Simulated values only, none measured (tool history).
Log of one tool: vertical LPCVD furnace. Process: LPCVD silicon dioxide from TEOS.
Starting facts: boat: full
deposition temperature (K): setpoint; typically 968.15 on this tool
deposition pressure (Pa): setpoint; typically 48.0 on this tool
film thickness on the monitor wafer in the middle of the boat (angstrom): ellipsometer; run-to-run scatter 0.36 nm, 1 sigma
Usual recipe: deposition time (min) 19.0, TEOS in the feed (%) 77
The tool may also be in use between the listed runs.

run    hour  deposition temperature (K)  deposition pressure (Pa)  deposition time (min)  TEOS in the feed (%)  read-back reference wafer on the same gauge, thickness  film thickness on the monitor wafer in the middle of the boat (angstrom)
  1     0.0                      968.15                      48.0                   19.0                    77                                                  125.07                                                                    1423.7
  2    71.4                      968.15                      48.0                   19.0                    77                                                  125.01                                                                    1419.2
  3   107.9                      968.15                      48.0                   19.0                    77                                                  125.06                                                                    1421.9
  4   176.8                      968.15                      48.0                   19.0                    77                                                  125.00                                                                    1422.6
  5   243.5                      968.15                      48.0                   19.0                    77                                                  125.04                                                                    1422.0
  6   301.1                      968.15                      48.0                   19.0                    77                                                  125.03                                                                    1421.9
      362.9  -- pressure gauge zeroed
  7   363.4                      976.15                      54.0                   21.5                    77                                                  125.02                                                                    2042.4
  8   391.4                      963.15                      48.0                   19.0                    63                                                  125.00                                                                    1140.9
      451.9  -- TEOS flow controller replaced
  9   452.4                      968.15                      48.0                   19.0                    77                                                  124.98                                                                    1418.9
 10   488.5                      968.15                      48.0                   19.0                    77                                                  125.00                                                                    1417.6
 11   529.5                      961.15                      48.0                   19.0                    82                                                  124.98                                                                    1240.2
 12   555.3                      980.15                      38.7                   17.0                    62                                                  125.01                                                                    1346.8
 13   594.4                      968.15                      48.0                   19.0                    77                                                  125.09                                                                    1420.7
 14   620.1                      957.15                      56.7                   26.5                    68                                                  124.95                                                                    1552.3
      661.1  -- gauge calibrated
 15   675.5                      964.15                      38.7                   12.0                    69                                                  125.12                                                                     692.4
 16   717.9                      968.15                      48.0                   19.0                    77                                                  124.93                                                                    1420.1
 17   780.3                      968.15                      48.0                   19.0                    77                                                  125.01                                                                    1421.5
 18   849.2                      968.15                      48.0                   19.0                    77                                                  125.14                                                                    1419.8
 19   906.0                      968.15                      48.0                   19.0                    91                                                  124.87                                                                    1545.0
 20   946.4                      962.15                      48.0                   14.5                    62                                                  125.02                                                                     844.7
 21  1005.4                      963.15                      57.3                   16.0                    62                                                  124.96                                                                    1040.5
 22  1033.9                      963.15                      52.7                   19.0                    77                                                  124.93                                                                    1321.7
 23  1076.2                      961.15                      48.0                   12.5                    73                                                  124.90                                                                     768.2
 24  1133.5                      968.15                      48.0                   19.0                    77                                                  125.00                                                                    1416.8
 25  1161.4                      972.15                      48.0                   19.0                    69                                                  125.11                                                                    1474.3
 26  1191.9                      957.15                      56.7                   23.0                    81                                                  124.98                                                                    1475.2
 27  1263.3                      968.15                      39.3                   19.0                    77                                                  124.97                                                                    1286.0
 28  1300.6                      968.15                      48.0                   19.0                    77                                                  125.00                                                                    1415.9
 29  1358.3                      963.15                      48.0                   22.0                    77                                                  124.93                                                                    1459.4
 30  1397.0                      972.15                      59.3                   14.5                    83                                                  124.96                                                                    1377.3

Run-by-run hidden state of the tool:
true tube temperature minus thermocouple reading, K: 0, the same for each run
true pressure minus gauge reading, mTorr: 0, the same for each run
deviation of the TEOS flow from its setpoint, %: 0, the same for each run
gauge reads high (%): 0, the same for each run

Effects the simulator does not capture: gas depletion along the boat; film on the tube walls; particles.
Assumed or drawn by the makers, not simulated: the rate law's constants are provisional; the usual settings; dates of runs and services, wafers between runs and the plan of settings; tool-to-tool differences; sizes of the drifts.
